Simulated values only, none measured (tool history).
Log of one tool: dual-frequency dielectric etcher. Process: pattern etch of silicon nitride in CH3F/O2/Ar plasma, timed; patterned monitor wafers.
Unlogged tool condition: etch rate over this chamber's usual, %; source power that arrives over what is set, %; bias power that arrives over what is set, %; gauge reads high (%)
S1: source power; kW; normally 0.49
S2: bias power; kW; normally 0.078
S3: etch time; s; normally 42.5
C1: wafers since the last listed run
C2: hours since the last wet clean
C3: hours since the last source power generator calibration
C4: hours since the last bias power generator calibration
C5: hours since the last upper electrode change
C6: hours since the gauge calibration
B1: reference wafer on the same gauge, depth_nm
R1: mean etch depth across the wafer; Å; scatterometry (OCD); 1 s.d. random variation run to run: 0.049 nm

Run 1, day 0: usual settings but S2 0.09 kW; C1 0; C2 152.2; C3 3970.7; C4 2086.5; C5 4208.5; C6 174.4; B1 35.5. Result: R1 340.3 Å.
At day 0.4: gauge calibrated.
Run 2, day 1.062: usual settings but S2 0.09 kW; C1 531; C2 177.7; C3 3996.2; C4 2112; C5 4234; C6 15.9; B1 35.5. Result: R1 340.2 Å.
Run 3, day 1.779: usual settings but S2 0.09 kW; C1 358; C2 194.9; C3 4013.4; C4 2129.2; C5 4251.2; C6 33.1; B1 35.49. Result: R1 339.3 Å.
Run 4, day 3.238: usual settings; C1 729; C2 229.9; C3 4048.4; C4 2164.2; C5 4286.2; C6 68.1; B1 35.49. Result: R1 322.9 Å.
Run 5, day 4.575: usual settings; C1 669; C2 262; C3 4080.5; C4 2196.3; C5 4318.3; C6 100.2; B1 35.5. Result: R1 321.3 Å.
At day 6.146: upper electrode replaced.
Run 6, day 6.167: usual settings but S1 0.44 kW; C1 296; C2 300.2; C3 4118.7; C4 2234.5; C5 0.5; C6 138.4; B1 35.5. Result: R1 305.3 Å.
Run 7, day 6.467: usual settings but S1 0.44 kW; C1 150; C2 307.4; C3 4125.9; C4 2241.7; C5 7.7; C6 145.6; B1 35.5. Result: R1 305.5 Å.
At day 7.083: bias power generator calibrated.
At day 7.175: source power generator calibrated.
Run 8, day 7.6: usual settings but S1 0.44 kW; C1 437; C2 334.6; C3 10.2; C4 12.4; C5 34.9; C6 172.8; B1 35.49. Result: R1 305 Å.
At day 7.879: gauge calibrated.
Run 9, day 9.054: usual settings but S1 0.45 kW, S2 0.059 kW; C1 727; C2 369.5; C3 45.1; C4 47.3; C5 69.8; C6 28.2; B1 35.5. Result: R1 280.9 Å.
At day 10.125: wet clean of the chamber.
Run 10, day 10.146: usual settings but S1 0.44 kW; C1 45; C2 0.5; C3 71.3; C4 73.5; C5 96; C6 54.4; B1 35.5. Result: R1 310.1 Å.

What will run 11 give?
Run 11, day 10.871: usual settings but S1 0.44 kW, S2 0.065 kW; C1 362; C2 17.9; C3 88.7; C4 90.9; C5 113.4; C6 71.8; B1 ?. Result: R1 ?.

{"run 11": {"B1": 35.5, "R1": 291.7}}
With the hidden condition absent and the run-to-run variation left alone, this run would have shown R1 291.3 Å.
